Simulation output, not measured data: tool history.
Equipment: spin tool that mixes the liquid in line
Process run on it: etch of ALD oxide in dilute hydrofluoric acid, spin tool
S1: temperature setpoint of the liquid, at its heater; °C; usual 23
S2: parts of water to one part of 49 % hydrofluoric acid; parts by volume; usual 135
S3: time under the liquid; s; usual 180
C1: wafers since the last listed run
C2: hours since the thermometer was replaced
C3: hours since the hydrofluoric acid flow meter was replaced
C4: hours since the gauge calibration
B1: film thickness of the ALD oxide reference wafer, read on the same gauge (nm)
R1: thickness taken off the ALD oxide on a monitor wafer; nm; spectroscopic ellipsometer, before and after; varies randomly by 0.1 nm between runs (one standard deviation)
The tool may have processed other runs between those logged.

{"run": 1, "hour": 0.0, "S1": 23, "S2": 135, "S3": 210, "C1": 0, "C2": 1488.1, "C3": 172.7, "C4": 1601.5, "B1": 110, "R1": 20.84}
{"run": 2, "hour": 87.1, "S1": 23, "S2": 165, "S3": 180, "C1": 834, "C2": 1575.2, "C3": 259.8, "C4": 1688.6, "B1": 110.01, "R1": 14.28}
{"run": 3, "hour": 342.6, "S1": 21.5, "S2": 135, "S3": 180, "C1": 2449, "C2": 1830.7, "C3": 515.3, "C4": 1944.1, "B1": 109.96, "R1": 17.79}
{"run": 4, "hour": 437.1, "S1": 21.5, "S2": 135, "S3": 180, "C1": 905, "C2": 1925.2, "C3": 609.8, "C4": 2038.6, "B1": 110, "R1": 17.92}
{"hour": 546.3, "done": "hydrofluoric acid flow meter replaced"}
{"run": 5, "hour": 665.0, "S1": 23, "S2": 135, "S3": 180, "C1": 2174, "C2": 2153.1, "C3": 118.7, "C4": 2266.5, "B1": 109.97, "R1": 18.24}
{"run": 6, "hour": 743.6, "S1": 23, "S2": 135, "S3": 180, "C1": 753, "C2": 2231.7, "C3": 197.3, "C4": 2345.1, "B1": 109.98, "R1": 18.1}
{"run": 7, "hour": 791.5, "S1": 23, "S2": 135, "S3": 180, "C1": 459, "C2": 2279.6, "C3": 245.2, "C4": 2393, "B1": 109.97, "R1": 18.36}
{"run": 8, "hour": 838.2, "S1": 23, "S2": 135, "S3": 180, "C1": 447, "C2": 2326.3, "C3": 291.9, "C4": 2439.7, "B1": 109.98, "R1": 18.39}
{"run": 9, "hour": 930.7, "S1": 23, "S2": 135, "S3": 180, "C1": 886, "C2": 2418.8, "C3": 384.4, "C4": 2532.2, "B1": 110, "R1": 18.89}
{"run": 10, "hour": 967.5, "S1": 23, "S2": 135, "S3": 180, "C1": 352, "C2": 2455.6, "C3": 421.2, "C4": 2569, "B1": 110.01, "R1": 19.05}
{"run": 11, "hour": 1012.2, "S1": 23, "S2": 135, "S3": 180, "C1": 428, "C2": 2500.3, "C3": 465.9, "C4": 2613.7, "B1": 110.02, "R1": 19.2}
{"run": 12, "hour": 1115.3, "S1": 23, "S2": 135, "S3": 180, "C1": 988, "C2": 2603.4, "C3": 569, "C4": 2716.8, "B1": 110, "R1": 19.33}
{"run": 13, "hour": 1199.9, "S1": 23, "S2": 135, "S3": 180, "C1": 810, "C2": 2688, "C3": 653.6, "C4": 2801.4, "B1": 110.04, "R1": 19.68}
{"run": 14, "hour": 1236.4, "S1": 20.5, "S2": 160, "S3": 180, "C1": 349, "C2": 2724.5, "C3": 690.1, "C4": 2837.9, "B1": 109.99, "R1": 14.73}
{"hour": 1269.1, "done": "hydrofluoric acid flow meter replaced"}
{"run": 15, "hour": 1277.2, "S1": 23, "S2": 120, "S3": 180, "C1": 381, "C2": 2765.3, "C3": 8.1, "C4": 2878.7, "B1": 109.99, "R1": 20.63}
{"run": 16, "hour": 1331.4, "S1": 25.5, "S2": 135, "S3": 255, "C1": 519, "C2": 2819.5, "C3": 62.3, "C4": 2932.9, "B1": 109.96, "R1": 28.72}
{"run": 17, "hour": 1390.8, "S1": 23, "S2": 135, "S3": 180, "C1": 569, "C2": 2878.9, "C3": 121.7, "C4": 2992.3, "B1": 110.01, "R1": 18.77}
{"hour": 1394.2, "done": "thermometer replaced"}
{"run": 18, "hour": 1429.7, "S1": 23, "S2": 135, "S3": 180, "C1": 363, "C2": 35.5, "C3": 160.6, "C4": 3031.2, "B1": 109.98, "R1": 17.35}
{"hour": 1569.9, "done": "gauge calibrated"}
{"run": 19, "hour": 1630.0, "S1": 23, "S2": 135, "S3": 180, "C1": 1919, "C2": 235.8, "C3": 360.9, "C4": 60.1, "B1": 110, "R1": 17.9}
{"run": 20, "hour": 1676.3, "S1": 23, "S2": 195, "S3": 220, "C1": 443, "C2": 282.1, "C3": 407.2, "C4": 106.4, "B1": 110.01, "R1": 14.28}
{"run": 21, "hour": 1964.2, "S1": 23, "S2": 195, "S3": 180, "C1": 2759, "C2": 570, "C3": 695.1, "C4": 394.3, "B1": 109.98, "R1": 12.19}
{"hour": 2022.8, "done": "hydrofluoric acid flow meter replaced"}
{"run": 22, "hour": 2066.8, "S1": 23, "S2": 85, "S3": 180, "C1": 973, "C2": 672.6, "C3": 44, "C4": 496.9, "B1": 109.99, "R1": 29.49}
{"run": 23, "hour": 2155.7, "S1": 23, "S2": 135, "S3": 135, "C1": 852, "C2": 761.5, "C3": 132.9, "C4": 585.8, "B1": 109.98, "R1": 13.36}
{"run": 24, "hour": 2401.5, "S1": 23, "S2": 135, "S3": 180, "C1": 2356, "C2": 1007.3, "C3": 378.7, "C4": 831.6, "B1": 110.02, "R1": 18.44}
{"run": 25, "hour": 2479.8, "S1": 23, "S2": 170, "S3": 180, "C1": 750, "C2": 1085.6, "C3": 457, "C4": 909.9, "B1": 109.98, "R1": 14.39}
{"run": 26, "hour": 2564.9, "S1": 23, "S2": 135, "S3": 290, "C1": 815, "C2": 1170.7, "C3": 542.1, "C4": 995, "B1": 110.03, "R1": 30.62}
{"run": 27, "hour": 2607.7, "S1": 23, "S2": 135, "S3": 180, "C1": 410, "C2": 1213.5, "C3": 584.9, "C4": 1037.8, "B1": 110.02, "R1": 19.22}
{"run": 28, "hour": 2652.5, "S1": 19, "S2": 135, "S3": 135, "C1": 429, "C2": 1258.3, "C3": 629.7, "C4": 1082.6, "B1": 110.01, "R1": 12.48}
{"run": 29, "hour": 2704.3, "S1": 19.5, "S2": 100, "S3": 225, "C1": 496, "C2": 1310.1, "C3": 681.5, "C4": 1134.4, "B1": 109.99, "R1": 29.34}
{"hour": 2778.0, "done": "hydrofluoric acid flow meter replaced"}
{"run": 30, "hour": 2793.1, "S1": 26.5, "S2": 135, "S3": 180, "C1": 841, "C2": 1398.9, "C3": 15.1, "C4": 1223.2, "B1": 109.97, "R1": 20.36}
{"run": 31, "hour": 3055.7, "S1": 23, "S2": 135, "S3": 180, "C1": 2517, "C2": 1661.5, "C3": 277.7, "C4": 1485.8, "B1": 109.99, "R1": 18.49}
{"run": 32, "hour": 3129.4, "S1": 19, "S2": 135, "S3": 90, "C1": 706, "C2": 1735.2, "C3": 351.4, "C4": 1559.5, "B1": 109.97, "R1": 8.01}
{"run": 33, "hour": 3212.0, "S1": 23, "S2": 135, "S3": 180, "C1": 791, "C2": 1817.8, "C3": 434, "C4": 1642.1, "B1": 109.97, "R1": 19.13}

Here are 3 independent what-if runs from the current tool condition. What would each one return?
{"run": "A", "hour": 3212.5, "S1": 20.5, "S2": 135, "S3": 180, "C1": 4, "C2": 1818.3, "C3": 434.5, "C4": 1642.6, "B1": "?", "R1": "?"}
{"run": "B", "hour": 3212.5, "S1": 20, "S2": 110, "S3": 270, "C1": 4, "C2": 1818.3, "C3": 434.5, "C4": 1642.6, "B1": "?", "R1": "?"}
{"run": "C", "hour": 3212.5, "S1": 23, "S2": 135, "S3": 275, "C1": 4, "C2": 1818.3, "C3": 434.5, "C4": 1642.6, "B1": "?", "R1": "?"}

run=A B1=109.98 R1=17.18
run=B B1=109.98 R1=31.85
run=C B1=109.98 R1=28.95
With no hidden state in the tool, these same runs would have given:
run=A R1=15.01
run=B R1=27.82
run=C R1=25.31
